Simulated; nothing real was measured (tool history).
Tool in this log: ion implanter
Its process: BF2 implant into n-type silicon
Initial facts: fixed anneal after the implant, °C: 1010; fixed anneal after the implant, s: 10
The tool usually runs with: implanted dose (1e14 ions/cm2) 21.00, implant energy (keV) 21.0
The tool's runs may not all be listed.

run     day  implanted dose (1e14 ions/cm2)  implant energy (keV)  wafers since the last listed run  hours since the last dose calibration  hours since the extraction supply was calibrated  hours since the gauge calibration  read-back reference wafer on the same gauge, sheet resistance  sheet resistance of the implanted and annealed layer (ohm/square)
  1   0.000                           24.98                  21.0                                 0                                 1661.2                                            5008.6                              470.4                                                         181.12                                                             156.09
  2   0.712                           24.98                  21.0                               429                                 1678.3                                            5025.7                              487.5                                                         180.99                                                             156.02
  3   2.012                           25.30                  21.0                               784                                 1709.5                                            5056.9                              518.7                                                         180.92                                                             155.62
  4   2.529                           21.00                  21.0                               311                                 1721.9                                            5069.3                              531.1                                                         180.83                                                             158.61
  5   3.338                           21.00                  21.0                               487                                 1741.3                                            5088.7                              550.5                                                         180.79                                                             158.65
  6   7.725                           24.49                  25.5                              2647                                 1846.6                                            5194.0                              655.8                                                         180.38                                                             140.77
  7  10.088                           24.49                  25.5                              1425                                 1903.3                                            5250.7                              712.5                                                         180.02                                                             140.72
  8  11.571                           24.49                  25.5                               894                                 1938.9                                            5286.3                              748.1                                                         179.90                                                             140.61
  9  12.538                           21.00                  22.5                               583                                 1962.1                                            5309.5                              771.3                                                         179.73                                                             152.01
 10  13.717                           21.00                  22.5                               711                                 1990.4                                            5337.8                              799.6                                                         179.56                                                             151.70
 11  14.288                           21.00                  22.5                               344                                 2004.1                                            5351.5                              813.3                                                         179.47                                                             151.99
 12  17.542                           21.00                  21.0                              1963                                 2082.2                                            5429.6                              891.4                                                         178.92                                                             156.79
 13  18.650                           21.00                  21.0                               668                                 2108.8                                            5456.2                              918.0                                                         178.88                                                             156.50
 14  19.612                           21.00                  21.0                               580                                 2131.9                                            5479.3                              941.1                                                         178.74                                                             156.33
 15  20.312                           23.27                  21.0                               422                                 2148.7                                            5496.1                              957.9                                                         178.54                                                             155.07
     20.804  -- gauge calibrated
 16  20.871                           27.09                  23.5                               336                                 2162.1                                            5509.5                                1.6                                                         181.61                                                             146.97
 17  22.350                           26.52                  25.5                               892                                 2197.6                                            5545.0                               37.1                                                         181.72                                                             141.06
 18  23.546                           26.84                  21.0                               721                                 2226.3                                            5573.7                               65.8                                                         181.64                                                             155.53
     23.946  -- extraction supply calibrated
 19  24.992                           21.00                  21.0                               671                                 2261.0                                              25.1                              100.5                                                         181.59                                                             158.59
 20  25.625                           25.42                  21.0                               382                                 2276.2                                              40.3                              115.7                                                         181.62                                                             156.19
 21  26.608                           22.86                  25.5                               593                                 2299.8                                              63.9                              139.3                                                         181.58                                                             142.71
     27.138  -- Faraday cup replaced and dose calibrated
 22  27.517                           23.36                  19.0                               346                                    9.1                                              85.7                              161.1                                                         181.64                                                             165.63
 23  28.546                           15.75                  26.5                               620                                   33.8                                             110.4                              185.8                                                         181.53                                                             145.23
 24  29.592                           17.33                  25.0                               630                                   58.9                                             135.5                              210.9                                                         181.45                                                             147.97
 25  30.125                           24.49                  25.5                               321                                   71.7                                             148.3                              223.7                                                         181.45                                                             141.49
 26  30.662                           23.32                  14.5                               324                                   84.6                                             161.2                              236.6                                                         181.47                                                             187.51
 27  32.138                           15.09                  14.0                               889                                  120.0                                             196.6                              272.0                                                         181.44                                                             202.08
 28  35.479                           17.27                  21.0                              2016                                  200.2                                             276.8                              352.2                                                         181.24                                                             161.72
 29  36.225                           21.00                  21.0                               449                                  218.1                                             294.7                              370.1                                                         181.17                                                             158.61

5 ways to go on from here, each from the tool as it stands after run 29. What would each give?
  A  36.242                           21.00                  21.0                                10                                  218.5                                             295.1                              370.5                                                              ?                                                                  ?
  B  36.242                           25.64                  24.0                                10                                  218.5                                             295.1                              370.5                                                              ?                                                                  ?
  C  36.242                           21.00                  14.5                                10                                  218.5                                             295.1                              370.5                                                              ?                                                                  ?
  D  36.242                           21.00                  23.5                                10                                  218.5                                             295.1                              370.5                                                              ?                                                                  ?
  E  36.242                           18.70                  27.0                                10                                  218.5                                             295.1                              370.5                                                              ?                                                                  ?

run  read-back reference wafer on the same gauge, sheet resistance  sheet resistance of the implanted and annealed layer (ohm/square)
  A                                                         181.12                                                             158.89
  B                                                         181.12                                                             145.85
  C                                                         181.12                                                             190.03
  D                                                         181.12                                                             149.85
  E                                                         181.12                                                             140.57
Stripped of hidden state, with their random variation kept, the same runs would have yielded:
run  sheet resistance of the implanted and annealed layer (ohm/square)
  A                                                             159.63
  B                                                             146.52
  C                                                             190.91
  D                                                             150.55
  E                                                             141.22
